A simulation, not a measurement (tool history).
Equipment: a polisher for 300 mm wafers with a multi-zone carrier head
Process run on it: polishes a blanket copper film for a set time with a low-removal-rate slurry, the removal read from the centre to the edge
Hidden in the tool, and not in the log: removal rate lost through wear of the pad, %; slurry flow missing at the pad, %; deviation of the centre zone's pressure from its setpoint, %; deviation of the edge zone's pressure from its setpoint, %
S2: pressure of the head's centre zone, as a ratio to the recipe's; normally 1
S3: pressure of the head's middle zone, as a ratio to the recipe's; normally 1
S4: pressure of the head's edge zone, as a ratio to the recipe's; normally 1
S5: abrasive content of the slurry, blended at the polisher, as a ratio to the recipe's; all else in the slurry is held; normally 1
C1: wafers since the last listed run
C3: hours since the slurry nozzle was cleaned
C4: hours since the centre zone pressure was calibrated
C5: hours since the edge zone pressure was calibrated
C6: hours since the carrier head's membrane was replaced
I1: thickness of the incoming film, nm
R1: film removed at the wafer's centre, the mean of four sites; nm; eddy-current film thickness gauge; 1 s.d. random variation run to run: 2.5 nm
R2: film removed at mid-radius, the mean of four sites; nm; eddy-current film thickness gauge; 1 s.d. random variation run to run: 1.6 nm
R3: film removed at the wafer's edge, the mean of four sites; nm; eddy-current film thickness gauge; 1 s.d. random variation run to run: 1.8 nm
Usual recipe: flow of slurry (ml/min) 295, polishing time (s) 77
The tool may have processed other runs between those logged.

Run 1, hour 0: usual settings; C1 0; wafers polished on this pad 1082; C3 492.4; C4 82.2; C5 14.9; C6 1196.6; I1 1035.4. Result: R1 261.9 nm, R2 254.6 nm, R3 250.8 nm.
At hour 33.5: worn pad replaced by a new one.
Run 2, hour 80.9: usual settings; C1 614; wafers polished on this pad 378; C3 573.3; C4 163.1; C5 95.8; C6 1277.5; I1 1046.2. Result: R1 255.5 nm, R2 253.8 nm, R3 252.5 nm.
Run 3, hour 126.8: usual settings but S4 0.97; C1 366; wafers polished on this pad 745; C3 619.2; C4 209; C5 141.7; C6 1323.4; I1 1015.7. Result: R1 258.8 nm, R2 253.1 nm, R3 247.9 nm.
Run 4, hour 185.3: usual settings but S4 0.97; C1 467; wafers polished on this pad 1212; C3 677.7; C4 267.5; C5 200.2; C6 1381.9; I1 1048.4. Result: R1 260.2 nm, R2 253.7 nm, R3 246.8 nm.
Run 5, hour 226: usual settings but flow of slurry (ml/min) 250; C1 325; wafers polished on this pad 1537; C3 718.4; C4 308.2; C5 240.9; C6 1422.6; I1 1039.5. Result: R1 251.6 nm, R2 249.2 nm, R3 245.3 nm.
At hour 247.2: worn pad replaced by a new one.
Run 6, hour 276.4: usual settings but flow of slurry (ml/min) 250; C1 370; wafers polished on this pad 232; C3 768.8; C4 358.6; C5 291.3; C6 1473; I1 1027.4. Result: R1 253.6 nm, R2 249.5 nm, R3 246.7 nm.
Run 7, hour 342.3: usual settings; C1 526; wafers polished on this pad 759; C3 834.7; C4 424.5; C5 357.2; C6 1538.9; I1 1041.6. Result: R1 254 nm, R2 254.3 nm, R3 254.7 nm.
At hour 347.9: slurry nozzle cleaned.
Run 8, hour 392.7: usual settings; C1 394; wafers polished on this pad 1153; C3 44.8; C4 474.9; C5 407.6; C6 1589.3; I1 1032.4. Result: R1 257.5 nm, R2 253.8 nm, R3 249.9 nm.
At hour 408.5: edge zone pressure recalibrated.
Run 9, hour 443.5: usual settings; C1 389; wafers polished on this pad 1543; C3 95.6; C4 525.7; C5 35; C6 1640.1; I1 1037.3. Result: R1 259.1 nm, R2 255.6 nm, R3 249.2 nm.
At hour 452: carrier head's membrane replaced by a new one.
At hour 471.6: worn pad replaced by a new one.
Run 10, hour 486.2: usual settings but S4 0.95, polishing time (s) 90; C1 269; wafers polished on this pad 116; C3 138.3; C4 568.4; C5 77.7; C6 34.2; I1 1036.1. Result: R1 301.1 nm, R2 299.4 nm, R3 288.7 nm.
At hour 515.1: centre zone pressure recalibrated.
Run 11, hour 553.3: usual settings but S2 1.07, polishing time (s) 101; C1 519; wafers polished on this pad 636; C3 205.4; C4 38.2; C5 144.8; C6 101.3; I1 1047.7. Result: R1 367.6 nm, R2 333 nm, R3 327.1 nm.
Run 12, hour 582.2: usual settings but flow of slurry (ml/min) 390, S3 1.07, S5 0.85, polishing time (s) 70; C1 230; wafers polished on this pad 867; C3 234.3; C4 67.1; C5 173.7; C6 130.2; I1 1028.1. Result: R1 230.7 nm, R2 233.2 nm, R3 220.1 nm.
Run 13, hour 644.9: usual settings; C1 500; wafers polished on this pad 1367; C3 297; C4 129.8; C5 236.4; C6 192.9; I1 1025.9. Result: R1 259.5 nm, R2 255.1 nm, R3 248.1 nm.
Run 14, hour 682.6: usual settings but flow of slurry (ml/min) 365, S5 1.2; C1 301; wafers polished on this pad 1668; C3 334.7; C4 167.5; C5 274.1; C6 230.6; I1 1048.2. Result: R1 277.4 nm, R2 278.8 nm, R3 271 nm.
At hour 699: worn pad replaced by a new one.
Run 15, hour 744.8: usual settings but S4 1.09; C1 464; wafers polished on this pad 365; C3 396.9; C4 229.7; C5 336.3; C6 292.8; I1 1008.3. Result: R1 256.8 nm, R2 250 nm, R3 258.7 nm.
Run 16, hour 769.6: usual settings; C1 198; wafers polished on this pad 563; C3 421.7; C4 254.5; C5 361.1; C6 317.6; I1 1030.5. Result: R1 258.2 nm, R2 254.7 nm, R3 253.2 nm.
Run 17, hour 830.9: usual settings but S5 0.75, polishing time (s) 87; C1 489; wafers polished on this pad 1053; C3 483; C4 315.8; C5 422.4; C6 378.9; I1 1026.1. Result: R1 262.4 nm, R2 257.8 nm, R3 253.3 nm.
At hour 876.5: edge zone pressure recalibrated.
Run 18, hour 882.1: usual settings; C1 392; wafers polished on this pad 1446; C3 534.2; C4 367; C5 5.6; C6 430.1; I1 1007.8. Result: R1 258.6 nm, R2 255.5 nm, R3 250.4 nm.
At hour 901.2: worn pad replaced by a new one.
Run 19, hour 908.2: usual settings but S5 1.25; C1 176; wafers polished on this pad 56; C3 560.3; C4 393.1; C5 31.7; C6 456.2; I1 1040.7. Result: R1 281.3 nm, R2 272.1 nm, R3 269.5 nm.
Run 20, hour 932.8: usual settings; C1 196; wafers polished on this pad 252; C3 584.9; C4 417.7; C5 56.3; C6 480.8; I1 1050.7. Result: R1 260.5 nm, R2 254.9 nm, R3 252.1 nm.

Consider 5 possible next runs. They are alternatives, not a sequence: every one starts from the tool as it was left by run 20. What does each give?
Run A, hour 933.3: usual settings; C1 3; wafers polished on this pad 256; C3 585.4; C4 418.2; C5 56.8; C6 481.3; I1 1027. Result: R1 ?, R2 ?, R3 ?.
Run B, hour 933.3: usual settings but flow of slurry (ml/min) 230; C1 3; wafers polished on this pad 256; C3 585.4; C4 418.2; C5 56.8; C6 481.3; I1 1027. Result: R1 ?, R2 ?, R3 ?.
Run C, hour 933.3: usual settings but polishing time (s) 56; C1 3; wafers polished on this pad 256; C3 585.4; C4 418.2; C5 56.8; C6 481.3; I1 1027. Result: R1 ?, R2 ?, R3 ?.
Run D, hour 933.3: usual settings but S2 0.95; C1 3; wafers polished on this pad 256; C3 585.4; C4 418.2; C5 56.8; C6 481.3; I1 1027. Result: R1 ?, R2 ?, R3 ?.
Run E, hour 933.3: usual settings but S4 1.1, polishing time (s) 68; C1 3; wafers polished on this pad 256; C3 585.4; C4 418.2; C5 56.8; C6 481.3; I1 1027. Result: R1 ?, R2 ?, R3 ?.

run     R1     R2     R3
  A  259.6  252.5  250.6
  B  250.7  244.7  244.7
  C  188.8  183.7  182.3
  D  246.5  252.6  250.6
  E  229.3    223  227.1
What these runs would have given with no unlogged condition in the tool:
run     R1     R2     R3
  A  259.6  252.5  250.6
  B  250.7  244.7  244.7
  C  188.8  183.7  182.3
  D  246.5  252.6  250.6
  E  229.3    223  227.1

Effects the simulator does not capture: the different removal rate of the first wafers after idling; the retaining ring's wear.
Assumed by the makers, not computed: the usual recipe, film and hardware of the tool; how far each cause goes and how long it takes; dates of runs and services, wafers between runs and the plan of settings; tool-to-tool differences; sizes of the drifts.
